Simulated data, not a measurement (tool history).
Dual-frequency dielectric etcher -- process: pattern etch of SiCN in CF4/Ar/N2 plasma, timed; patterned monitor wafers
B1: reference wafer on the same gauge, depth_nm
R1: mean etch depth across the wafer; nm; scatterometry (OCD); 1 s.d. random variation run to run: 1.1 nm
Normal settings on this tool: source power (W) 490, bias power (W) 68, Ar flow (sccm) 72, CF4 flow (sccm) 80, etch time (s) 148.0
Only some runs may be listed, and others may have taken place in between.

Run 1, hour 0.0: usual settings but etch time (s) 163.0; B1 138.4. Result: R1 183.2 nm.
Run 2, hour 60.7: usual settings but etch time (s) 163.0; B1 138.0. Result: R1 179.5 nm.
Run 3, hour 114.1: usual settings but bias power (W) 56, etch time (s) 125.5; B1 138.2. Result: R1 129.7 nm.
Run 4, hour 329.9: usual settings but source power (W) 460; B1 138.3. Result: R1 148.5 nm.
At hour 370.7: wet clean of the chamber.
Run 5, hour 392.8: usual settings but source power (W) 460; B1 138.1. Result: R1 155.6 nm.
Run 6, hour 454.0: usual settings but source power (W) 460; B1 138.0. Result: R1 154.8 nm.
At hour 475.6: CF4 flow controller replaced.
Run 7, hour 484.7: usual settings; B1 138.1. Result: R1 163.7 nm.
Run 8, hour 546.9: usual settings; B1 138.1. Result: R1 163.0 nm.
Run 9, hour 596.0: usual settings; B1 138.3. Result: R1 161.0 nm.
Run 10, hour 629.5: usual settings but etch time (s) 163.0; B1 137.5. Result: R1 178.2 nm.
Run 11, hour 658.9: usual settings but bias power (W) 62, CF4 flow (sccm) 62, etch time (s) 110.5; B1 137.8. Result: R1 109.6 nm.
At hour 665.6: source power generator calibrated.
At hour 690.3: bias power generator calibrated.
Run 12, hour 693.2: usual settings but bias power (W) 78, CF4 flow (sccm) 71, etch time (s) 125.5; B1 137.7. Result: R1 137.1 nm.
At hour 711.8: gauge calibrated.
Run 13, hour 736.7: usual settings but source power (W) 540, bias power (W) 73; B1 138.1. Result: R1 177.5 nm.
At hour 764.9: Ar flow controller replaced.
At hour 776.5: wet clean of the chamber.
Run 14, hour 777.0: usual settings but source power (W) 540, bias power (W) 73; B1 137.9. Result: R1 187.8 nm.
At hour 801.9: upper electrode replaced.
Run 15, hour 827.9: usual settings but source power (W) 410, bias power (W) 54, CF4 flow (sccm) 97; B1 138.0. Result: R1 133.8 nm.
Run 16, hour 869.7: usual settings but bias power (W) 58; B1 138.2. Result: R1 158.1 nm.
Run 17, hour 920.6: usual settings; B1 138.1. Result: R1 164.8 nm.
Run 18, hour 981.3: usual settings but source power (W) 600; B1 138.1. Result: R1 199.4 nm.
Run 19, hour 1015.0: usual settings but source power (W) 600; B1 137.7. Result: R1 199.8 nm.

Alternative continuations, all from the tool just after run 19; predict every row:
Run A, hour 1015.5: usual settings but source power (W) 410; B1 ?. Result: R1 ?.
Run B, hour 1015.5: usual settings but source power (W) 560; B1 ?. Result: R1 ?.
Run C, hour 1015.5: usual settings but CF4 flow (sccm) 94; B1 ?. Result: R1 ?.
Run D, hour 1015.5: usual settings but source power (W) 530, Ar flow (sccm) 65; B1 ?. Result: R1 ?.

run     B1     R1
  A  137.8  136.3
  B  137.8  187.1
  C  137.8  168.7
  D  137.8  180.5
The same runs, with their run-to-run variation unchanged, on a tool lacking any hidden condition would have given:
run     R1
  A  138.8
  B  190.4
  C  171.8
  D  183.8
